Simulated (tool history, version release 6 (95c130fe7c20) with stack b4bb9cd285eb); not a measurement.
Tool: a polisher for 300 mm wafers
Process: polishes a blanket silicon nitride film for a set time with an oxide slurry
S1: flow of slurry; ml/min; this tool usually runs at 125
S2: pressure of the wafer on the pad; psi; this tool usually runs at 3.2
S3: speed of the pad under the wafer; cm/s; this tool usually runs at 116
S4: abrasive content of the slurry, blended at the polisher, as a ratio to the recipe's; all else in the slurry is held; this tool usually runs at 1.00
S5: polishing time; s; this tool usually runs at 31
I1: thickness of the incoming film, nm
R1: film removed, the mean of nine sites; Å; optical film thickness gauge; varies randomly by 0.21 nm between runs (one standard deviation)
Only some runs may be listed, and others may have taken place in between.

run   hour   S1   S2   S3    S4  S5     I1   R1
  1    0.0  125  3.2  116  1.00  31  590.2  199
  2   31.4  125  3.2   92  1.00  31  572.3  175
  3   67.1  125  3.2   92  1.00  31  583.7  170
  4   91.2  125  3.2  116  1.00  31  585.2  186
  5  104.7  160  3.2  116  1.00  31  575.8  191
     113.8  -- worn pad replaced by a new one
     120.8  -- slurry blender recalibrated
  6  122.5   95  3.2   82  0.85  40  586.3  183
  7  134.9  115  3.2  116  0.75  31  568.0  160
  8  156.1  125  3.2  116  1.00  31  584.2  178
  9  186.9  145  2.4  116  1.00  31  581.3  141
 10  207.9  125  3.2  116  0.80  39  579.8  203
 11  241.8  125  3.2  144  1.00  36  578.1  221
     250.6  -- conditioning disc replaced and pad reconditioned
 12  264.9  125  3.2  116  1.00  31  581.4  199
 13  292.2  140  3.2  116  0.80  31  572.4  182
     316.7  -- head pressure recalibrated
 14  323.6  145  3.2   94  1.00  31  580.9  178
     345.1  -- slurry blender recalibrated
 15  351.8  125  2.7  116  1.00  31  580.7  161
 16  366.0  125  2.7  138  1.00  31  573.5  175
     376.9  -- worn pad replaced by a new one
 17  386.1  125  3.2  154  0.80  36  585.3  223
     408.7  -- slurry nozzle cleaned
 18  409.8   85  2.5  116  0.85  31  583.4  124
 19  424.0  125  3.2  116  1.00  31  574.6  184
 20  452.7  125  3.2  116  1.00  31  575.7  176
 21  477.6  125  2.1  116  0.85  31  567.4  112
     525.7  -- conditioning disc replaced and pad reconditioned
 22  528.1  125  3.2  116  1.00  31  575.4  201
 23  558.3  125  3.6  116  0.85  35  581.7  234
     573.8  -- slurry blender recalibrated
 24  582.1   95  3.8  154  1.20  31  575.6  261
 25  606.2   95  3.2  116  1.00  31  589.9  174
     619.5  -- worn pad replaced by a new one
 26  636.4  125  3.2  116  1.00  31  572.8  192

Predict each of these 3 candidate next runs independently; none follows another, all start after run 26:
  A  636.8  125  3.2  116  1.00  31  580.5   ?
  B  636.8  125  3.9  116  1.25  39  580.5   ?
  C  636.8  100  3.2  116  1.00  31  580.5   ?

run   R1
  A  188
  B  306
  C  177
Without the tool's hidden state the same runs would have given:
run   R1
  A  200
  B  330
  C  188
